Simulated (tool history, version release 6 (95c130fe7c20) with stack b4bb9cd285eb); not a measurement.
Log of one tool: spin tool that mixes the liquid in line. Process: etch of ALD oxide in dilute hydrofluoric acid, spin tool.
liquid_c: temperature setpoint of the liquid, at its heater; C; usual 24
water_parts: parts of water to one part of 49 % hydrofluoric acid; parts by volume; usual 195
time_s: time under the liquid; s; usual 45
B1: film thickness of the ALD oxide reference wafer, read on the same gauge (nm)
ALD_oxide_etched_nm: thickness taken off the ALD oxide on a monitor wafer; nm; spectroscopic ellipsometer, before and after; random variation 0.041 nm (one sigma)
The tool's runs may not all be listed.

run 1 hour=0 | liquid_c=24 water_parts=195 time_s=30 | B1=69.98 | ALD_oxide_etched_nm=2.92
run 2 hour=66.1 | liquid_c=24 water_parts=195 time_s=30 | B1=70.05 | ALD_oxide_etched_nm=2.89
run 3 hour=124.2 | liquid_c=24 water_parts=195 time_s=30 | B1=69.99 | ALD_oxide_etched_nm=2.89
run 4 hour=174.8 | liquid_c=24 water_parts=145 time_s=45 | B1=69.98 | ALD_oxide_etched_nm=6.16
run 5 hour=227.2 | liquid_c=24 water_parts=145 time_s=45 | B1=69.97 | ALD_oxide_etched_nm=6.12
-- hour=241.1 hydrofluoric acid flow meter replaced
run 6 hour=267.4 | liquid_c=24 water_parts=145 time_s=45 | B1=70.02 | ALD_oxide_etched_nm=6.85
run 7 hour=307.5 | liquid_c=25 water_parts=195 time_s=45 | B1=70.03 | ALD_oxide_etched_nm=5
run 8 hour=367 | liquid_c=25 water_parts=195 time_s=45 | B1=70.03 | ALD_oxide_etched_nm=4.9
run 9 hour=407.1 | liquid_c=19.5 water_parts=235 time_s=45 | B1=69.98 | ALD_oxide_etched_nm=3.21
run 10 hour=431.6 | liquid_c=27 water_parts=265 time_s=45 | B1=70.04 | ALD_oxide_etched_nm=3.58
-- hour=437.3 thermometer replaced
-- hour=470.5 gauge calibrated
run 11 hour=473.5 | liquid_c=24 water_parts=95 time_s=45 | B1=69.97 | ALD_oxide_etched_nm=11.08
run 12 hour=506.2 | liquid_c=22 water_parts=260 time_s=45 | B1=69.99 | ALD_oxide_etched_nm=3.05
run 13 hour=534 | liquid_c=24 water_parts=195 time_s=45 | B1=70 | ALD_oxide_etched_nm=4.7
run 14 hour=600.2 | liquid_c=28.5 water_parts=110 time_s=45 | B1=70 | ALD_oxide_etched_nm=10.94
run 15 hour=638.1 | liquid_c=26 water_parts=170 time_s=65 | B1=70 | ALD_oxide_etched_nm=8.51
run 16 hour=679.2 | liquid_c=28.5 water_parts=230 time_s=25 | B1=70.07 | ALD_oxide_etched_nm=2.47

4 ways to go on from here, each from the tool as it stands after run 16. What would each give?
run A hour=679.6 | liquid_c=19.5 water_parts=195 time_s=45 | B1=? | ALD_oxide_etched_nm=?
run B hour=679.6 | liquid_c=27 water_parts=195 time_s=45 | B1=? | ALD_oxide_etched_nm=?
run C hour=679.6 | liquid_c=24 water_parts=150 time_s=30 | B1=? | ALD_oxide_etched_nm=?
run D hour=679.6 | liquid_c=20.5 water_parts=195 time_s=60 | B1=? | ALD_oxide_etched_nm=?

run=A B1=70.04 ALD_oxide_etched_nm=3.96
run=B B1=70.04 ALD_oxide_etched_nm=5.24
run=C B1=70.04 ALD_oxide_etched_nm=4.29
run=D B1=70.04 ALD_oxide_etched_nm=5.49
Without the tool's hidden state the same runs would have given:
run=A ALD_oxide_etched_nm=4.19
run=B ALD_oxide_etched_nm=5.55
run=C ALD_oxide_etched_nm=4.53
run=D ALD_oxide_etched_nm=5.81
